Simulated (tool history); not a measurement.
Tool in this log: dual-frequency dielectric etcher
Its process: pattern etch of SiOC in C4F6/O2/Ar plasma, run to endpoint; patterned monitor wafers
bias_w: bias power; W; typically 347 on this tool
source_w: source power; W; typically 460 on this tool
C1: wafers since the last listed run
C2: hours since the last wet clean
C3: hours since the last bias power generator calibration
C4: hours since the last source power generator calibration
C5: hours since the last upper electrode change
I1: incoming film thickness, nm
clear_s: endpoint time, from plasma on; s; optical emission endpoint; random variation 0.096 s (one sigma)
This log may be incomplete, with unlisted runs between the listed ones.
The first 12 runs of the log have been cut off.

{"run": 13, "hour": 335.3, "bias_w": 293, "source_w": 500, "C1": 193, "C2": 35.7, "C3": 4117.7, "C4": 27.7, "C5": 2817.5, "I1": 42.78, "clear_s": 16.2}
{"run": 14, "hour": 354.7, "bias_w": 347, "source_w": 460, "C1": 291, "C2": 55.1, "C3": 4137.1, "C4": 47.1, "C5": 2836.9, "I1": 43.23, "clear_s": 15.9}
{"run": 15, "hour": 383.0, "bias_w": 347, "source_w": 460, "C1": 425, "C2": 83.4, "C3": 4165.4, "C4": 75.4, "C5": 2865.2, "I1": 43.03, "clear_s": 15.6}
{"run": 16, "hour": 408.4, "bias_w": 310, "source_w": 540, "C1": 381, "C2": 108.8, "C3": 4190.8, "C4": 100.8, "C5": 2890.6, "I1": 43.73, "clear_s": 15.7}
{"hour": 421.6, "done": "bias power generator calibrated"}
{"run": 17, "hour": 437.2, "bias_w": 284, "source_w": 400, "C1": 372, "C2": 137.6, "C3": 15.6, "C4": 129.6, "C5": 2919.4, "I1": 42.9, "clear_s": 17.7}
{"run": 18, "hour": 462.4, "bias_w": 319, "source_w": 460, "C1": 378, "C2": 162.8, "C3": 40.8, "C4": 154.8, "C5": 2944.6, "I1": 42.95, "clear_s": 16.3}
{"run": 19, "hour": 485.4, "bias_w": 400, "source_w": 500, "C1": 345, "C2": 185.8, "C3": 63.8, "C4": 177.8, "C5": 2967.6, "I1": 42.73, "clear_s": 14.2}
{"hour": 518.3, "done": "upper electrode replaced"}
{"run": 20, "hour": 518.8, "bias_w": 388, "source_w": 510, "C1": 141, "C2": 219.2, "C3": 97.2, "C4": 211.2, "C5": 0.5, "I1": 42.73, "clear_s": 14.3}
{"run": 21, "hour": 534.7, "bias_w": 347, "source_w": 460, "C1": 238, "C2": 235.1, "C3": 113.1, "C4": 227.1, "C5": 16.4, "I1": 42.79, "clear_s": 15.4}
{"run": 22, "hour": 551.0, "bias_w": 347, "source_w": 460, "C1": 244, "C2": 251.4, "C3": 129.4, "C4": 243.4, "C5": 32.7, "I1": 42.51, "clear_s": 15.6}
{"run": 23, "hour": 584.1, "bias_w": 410, "source_w": 520, "C1": 497, "C2": 284.5, "C3": 162.5, "C4": 276.5, "C5": 65.8, "I1": 43.2, "clear_s": 14.2}
{"run": 24, "hour": 601.8, "bias_w": 347, "source_w": 520, "C1": 265, "C2": 302.2, "C3": 180.2, "C4": 294.2, "C5": 83.5, "I1": 43.15, "clear_s": 15.1}
{"run": 25, "hour": 636.4, "bias_w": 347, "source_w": 460, "C1": 519, "C2": 336.8, "C3": 214.8, "C4": 328.8, "C5": 118.1, "I1": 42.84, "clear_s": 15.7}
{"run": 26, "hour": 664.2, "bias_w": 347, "source_w": 460, "C1": 417, "C2": 364.6, "C3": 242.6, "C4": 356.6, "C5": 145.9, "I1": 42.79, "clear_s": 15.4}
{"run": 27, "hour": 687.2, "bias_w": 401, "source_w": 400, "C1": 345, "C2": 387.6, "C3": 265.6, "C4": 379.6, "C5": 168.9, "I1": 43.36, "clear_s": 15.6}
{"run": 28, "hour": 705.7, "bias_w": 347, "source_w": 390, "C1": 277, "C2": 406.1, "C3": 284.1, "C4": 398.1, "C5": 187.4, "I1": 43.05, "clear_s": 16.5}
{"run": 29, "hour": 735.7, "bias_w": 347, "source_w": 550, "C1": 450, "C2": 436.1, "C3": 314.1, "C4": 428.1, "C5": 217.4, "I1": 42.73, "clear_s": 14.8}
{"run": 30, "hour": 748.1, "bias_w": 370, "source_w": 500, "C1": 186, "C2": 448.5, "C3": 326.5, "C4": 440.5, "C5": 229.8, "I1": 43.11, "clear_s": 14.8}
{"hour": 793.5, "done": "wet clean of the chamber"}
{"run": 31, "hour": 794.0, "bias_w": 414, "source_w": 530, "C1": 329, "C2": 0.5, "C3": 372.4, "C4": 486.4, "C5": 275.7, "I1": 42.8, "clear_s": 13.7}
{"run": 32, "hour": 794.3, "bias_w": 347, "source_w": 460, "C1": 4, "C2": 0.8, "C3": 372.7, "C4": 486.7, "C5": 276, "I1": 42.38, "clear_s": 15.2}
{"run": 33, "hour": 804.2, "bias_w": 347, "source_w": 570, "C1": 148, "C2": 10.7, "C3": 382.6, "C4": 496.6, "C5": 285.9, "I1": 42.94, "clear_s": 14.4}
{"run": 34, "hour": 832.5, "bias_w": 324, "source_w": 510, "C1": 425, "C2": 39, "C3": 410.9, "C4": 524.9, "C5": 314.2, "I1": 42.41, "clear_s": 15.4}
{"run": 35, "hour": 857.3, "bias_w": 397, "source_w": 550, "C1": 372, "C2": 63.8, "C3": 435.7, "C4": 549.7, "C5": 339, "I1": 42.8, "clear_s": 13.8}

4 ways to go on from here, each from the tool as it stands after run 35. What would each give?
{"run": "A", "hour": 857.7, "bias_w": 347, "source_w": 430, "C1": 6, "C2": 64.2, "C3": 436.1, "C4": 550.1, "C5": 339.4, "I1": 43.41, "clear_s": "?"}
{"run": "B", "hour": 857.7, "bias_w": 312, "source_w": 360, "C1": 6, "C2": 64.2, "C3": 436.1, "C4": 550.1, "C5": 339.4, "I1": 43.41, "clear_s": "?"}
{"run": "C", "hour": 857.7, "bias_w": 267, "source_w": 390, "C1": 6, "C2": 64.2, "C3": 436.1, "C4": 550.1, "C5": 339.4, "I1": 43.41, "clear_s": "?"}
{"run": "D", "hour": 857.7, "bias_w": 300, "source_w": 510, "C1": 6, "C2": 64.2, "C3": 436.1, "C4": 550.1, "C5": 339.4, "I1": 43.41, "clear_s": "?"}

run=A clear_s=16.3
run=B clear_s=18
run=C clear_s=18.7
run=D clear_s=16.3
What these runs would have given with no unlogged condition in the tool:
run=A clear_s=16.3
run=B clear_s=18
run=C clear_s=18.7
run=D clear_s=16.3

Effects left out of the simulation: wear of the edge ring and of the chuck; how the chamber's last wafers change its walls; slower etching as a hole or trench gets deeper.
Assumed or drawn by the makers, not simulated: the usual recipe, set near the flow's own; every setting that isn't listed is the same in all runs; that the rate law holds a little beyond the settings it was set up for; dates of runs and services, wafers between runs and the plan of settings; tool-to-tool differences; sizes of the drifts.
